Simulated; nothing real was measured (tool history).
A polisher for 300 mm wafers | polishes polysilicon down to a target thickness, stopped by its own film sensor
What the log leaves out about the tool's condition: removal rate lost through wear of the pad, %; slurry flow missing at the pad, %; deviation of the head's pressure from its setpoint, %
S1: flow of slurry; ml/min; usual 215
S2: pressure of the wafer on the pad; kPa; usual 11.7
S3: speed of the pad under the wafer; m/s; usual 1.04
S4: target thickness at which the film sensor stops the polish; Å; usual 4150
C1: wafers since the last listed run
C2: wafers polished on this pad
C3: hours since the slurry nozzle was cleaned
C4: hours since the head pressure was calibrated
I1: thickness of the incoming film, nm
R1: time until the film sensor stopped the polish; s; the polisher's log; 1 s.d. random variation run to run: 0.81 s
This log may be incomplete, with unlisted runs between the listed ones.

{"run": 1, "hour": 0.0, "S1": 215, "S2": 11.7, "S3": 1.04, "S4": 4150, "C1": 0, "C2": 63, "C3": 281.7, "C4": 107.9, "I1": 705.6, "R1": 53.7}
{"hour": 31.3, "done": "slurry nozzle cleaned"}
{"run": 2, "hour": 34.3, "S1": 215, "S2": 11.7, "S3": 1.04, "S4": 4150, "C1": 355, "C2": 419, "C3": 3.0, "C4": 142.2, "I1": 716.8, "R1": 56.9}
{"run": 3, "hour": 67.2, "S1": 215, "S2": 11.7, "S3": 1.04, "S4": 4150, "C1": 351, "C2": 771, "C3": 35.9, "C4": 175.1, "I1": 721.1, "R1": 59.7}
{"run": 4, "hour": 97.1, "S1": 215, "S2": 11.7, "S3": 1.04, "S4": 3660, "C1": 319, "C2": 1090, "C3": 65.8, "C4": 205.0, "I1": 713.4, "R1": 67.2}
{"run": 5, "hour": 117.0, "S1": 215, "S2": 11.7, "S3": 1.04, "S4": 3660, "C1": 212, "C2": 1303, "C3": 85.7, "C4": 224.9, "I1": 703.7, "R1": 68.5}
{"run": 6, "hour": 138.7, "S1": 215, "S2": 11.7, "S3": 1.04, "S4": 3920, "C1": 231, "C2": 1535, "C3": 107.4, "C4": 246.6, "I1": 708.9, "R1": 66.3}
{"run": 7, "hour": 160.5, "S1": 215, "S2": 11.7, "S3": 1.04, "S4": 3920, "C1": 232, "C2": 1768, "C3": 129.2, "C4": 268.4, "I1": 708.5, "R1": 70.1}
{"hour": 171.6, "done": "worn pad replaced by a new one"}
{"run": 8, "hour": 180.2, "S1": 215, "S2": 11.7, "S3": 1.04, "S4": 3920, "C1": 167, "C2": 92, "C3": 148.9, "C4": 288.1, "I1": 710.7, "R1": 62.0}
{"run": 9, "hour": 199.0, "S1": 215, "S2": 11.7, "S3": 0.82, "S4": 4150, "C1": 200, "C2": 293, "C3": 167.7, "C4": 306.9, "I1": 712.0, "R1": 72.6}
{"run": 10, "hour": 216.0, "S1": 215, "S2": 11.7, "S3": 0.82, "S4": 4150, "C1": 181, "C2": 474, "C3": 184.7, "C4": 323.9, "I1": 718.6, "R1": 74.0}
{"run": 11, "hour": 228.8, "S1": 215, "S2": 11.7, "S3": 1.04, "S4": 4150, "C1": 136, "C2": 611, "C3": 197.5, "C4": 336.7, "I1": 715.6, "R1": 58.7}
{"run": 12, "hour": 250.2, "S1": 195, "S2": 11.7, "S3": 1.04, "S4": 4150, "C1": 228, "C2": 840, "C3": 218.9, "C4": 358.1, "I1": 709.1, "R1": 60.0}
{"hour": 277.9, "done": "head pressure recalibrated"}
{"run": 13, "hour": 278.4, "S1": 195, "S2": 11.7, "S3": 1.04, "S4": 4150, "C1": 279, "C2": 1120, "C3": 247.1, "C4": 0.5, "I1": 718.0, "R1": 58.6}
{"hour": 281.1, "done": "slurry nozzle cleaned"}
{"run": 14, "hour": 299.9, "S1": 195, "S2": 11.7, "S3": 1.04, "S4": 4150, "C1": 219, "C2": 1339, "C3": 18.8, "C4": 22.0, "I1": 707.6, "R1": 56.4}
{"hour": 335.1, "done": "worn pad replaced by a new one"}
{"run": 15, "hour": 335.6, "S1": 215, "S2": 13.1, "S3": 1.04, "S4": 4150, "C1": 338, "C2": 5, "C3": 54.5, "C4": 57.7, "I1": 710.5, "R1": 47.2}
{"run": 16, "hour": 363.9, "S1": 215, "S2": 13.1, "S3": 1.04, "S4": 4150, "C1": 302, "C2": 308, "C3": 82.8, "C4": 86.0, "I1": 713.5, "R1": 50.2}
{"run": 17, "hour": 381.4, "S1": 215, "S2": 13.1, "S3": 1.04, "S4": 4150, "C1": 187, "C2": 495, "C3": 100.3, "C4": 103.5, "I1": 699.4, "R1": 46.8}
{"run": 18, "hour": 410.1, "S1": 215, "S2": 11.7, "S3": 1.04, "S4": 4150, "C1": 306, "C2": 801, "C3": 129.0, "C4": 132.2, "I1": 700.1, "R1": 52.6}
{"run": 19, "hour": 426.9, "S1": 215, "S2": 9.0, "S3": 1.04, "S4": 3840, "C1": 179, "C2": 981, "C3": 145.8, "C4": 149.0, "I1": 701.6, "R1": 78.3}
{"run": 20, "hour": 455.1, "S1": 215, "S2": 11.7, "S3": 1.22, "S4": 4150, "C1": 301, "C2": 1282, "C3": 174.0, "C4": 177.2, "I1": 716.4, "R1": 49.8}
{"run": 21, "hour": 468.0, "S1": 215, "S2": 11.7, "S3": 1.38, "S4": 4150, "C1": 137, "C2": 1420, "C3": 186.9, "C4": 190.1, "I1": 703.1, "R1": 42.8}
{"run": 22, "hour": 497.8, "S1": 190, "S2": 11.7, "S3": 1.04, "S4": 3380, "C1": 318, "C2": 1738, "C3": 216.7, "C4": 219.9, "I1": 707.4, "R1": 78.1}
{"run": 23, "hour": 510.0, "S1": 185, "S2": 11.7, "S3": 1.04, "S4": 4150, "C1": 130, "C2": 1869, "C3": 228.9, "C4": 232.1, "I1": 706.5, "R1": 63.0}
{"hour": 514.5, "done": "worn pad replaced by a new one"}
{"run": 24, "hour": 538.5, "S1": 215, "S2": 11.7, "S3": 1.26, "S4": 4150, "C1": 261, "C2": 255, "C3": 257.4, "C4": 260.6, "I1": 704.8, "R1": 44.9}
{"run": 25, "hour": 571.6, "S1": 215, "S2": 11.7, "S3": 1.24, "S4": 4940, "C1": 353, "C2": 609, "C3": 290.5, "C4": 293.7, "I1": 699.3, "R1": 33.1}
{"hour": 583.6, "done": "slurry nozzle cleaned"}
{"run": 26, "hour": 596.3, "S1": 215, "S2": 11.7, "S3": 1.22, "S4": 4150, "C1": 253, "C2": 862, "C3": 12.7, "C4": 318.4, "I1": 703.6, "R1": 49.3}
{"run": 27, "hour": 629.5, "S1": 215, "S2": 14.5, "S3": 0.76, "S4": 4150, "C1": 354, "C2": 1217, "C3": 45.9, "C4": 351.6, "I1": 715.1, "R1": 66.7}
{"hour": 651.7, "done": "head pressure recalibrated"}
{"run": 28, "hour": 657.7, "S1": 215, "S2": 11.7, "S3": 1.04, "S4": 4150, "C1": 279, "C2": 1497, "C3": 74.1, "C4": 6.0, "I1": 705.6, "R1": 56.2}
{"run": 29, "hour": 680.2, "S1": 215, "S2": 11.7, "S3": 1.04, "S4": 4150, "C1": 240, "C2": 1738, "C3": 96.6, "C4": 28.5, "I1": 712.7, "R1": 58.7}
{"hour": 702.2, "done": "worn pad replaced by a new one"}
{"run": 30, "hour": 715.6, "S1": 275, "S2": 11.7, "S3": 1.04, "S4": 4150, "C1": 335, "C2": 143, "C3": 132.0, "C4": 63.9, "I1": 708.8, "R1": 50.2}
{"run": 31, "hour": 748.7, "S1": 215, "S2": 11.7, "S3": 1.04, "S4": 4730, "C1": 353, "C2": 497, "C3": 165.1, "C4": 97.0, "I1": 712.3, "R1": 44.2}
{"run": 32, "hour": 766.2, "S1": 150, "S2": 15.9, "S3": 1.36, "S4": 3590, "C1": 187, "C2": 684, "C3": 182.6, "C4": 114.5, "I1": 718.9, "R1": 39.1}
{"run": 33, "hour": 799.3, "S1": 155, "S2": 8.3, "S3": 0.88, "S4": 3490, "C1": 353, "C2": 1038, "C3": 215.7, "C4": 147.6, "I1": 707.8, "R1": 116.3}
{"run": 34, "hour": 823.4, "S1": 215, "S2": 14.5, "S3": 0.7, "S4": 4150, "C1": 257, "C2": 1295, "C3": 239.8, "C4": 171.7, "I1": 699.3, "R1": 66.0}

Here are 4 independent what-if runs from the current tool condition. What would each one return?
{"run": "A", "hour": 823.8, "S1": 160, "S2": 11.7, "S3": 1.04, "S4": 4150, "C1": 4, "C2": 1299, "C3": 240.2, "C4": 172.1, "I1": 721.4, "R1": "?"}
{"run": "B", "hour": 823.8, "S1": 215, "S2": 10.3, "S3": 1.04, "S4": 4150, "C1": 4, "C2": 1299, "C3": 240.2, "C4": 172.1, "I1": 721.4, "R1": "?"}
{"run": "C", "hour": 823.8, "S1": 245, "S2": 11.7, "S3": 1.04, "S4": 4680, "C1": 4, "C2": 1299, "C3": 240.2, "C4": 172.1, "I1": 721.4, "R1": "?"}
{"run": "D", "hour": 823.8, "S1": 145, "S2": 11.7, "S3": 0.78, "S4": 4150, "C1": 4, "C2": 1299, "C3": 240.2, "C4": 172.1, "I1": 721.4, "R1": "?"}

run=A R1=61.1
run=B R1=66.0
run=C R1=47.4
run=D R1=83.2
Without the tool's hidden state the same runs would have given:
run=A R1=55.9
run=B R1=60.3
run=C R1=43.3
run=D R1=76.0

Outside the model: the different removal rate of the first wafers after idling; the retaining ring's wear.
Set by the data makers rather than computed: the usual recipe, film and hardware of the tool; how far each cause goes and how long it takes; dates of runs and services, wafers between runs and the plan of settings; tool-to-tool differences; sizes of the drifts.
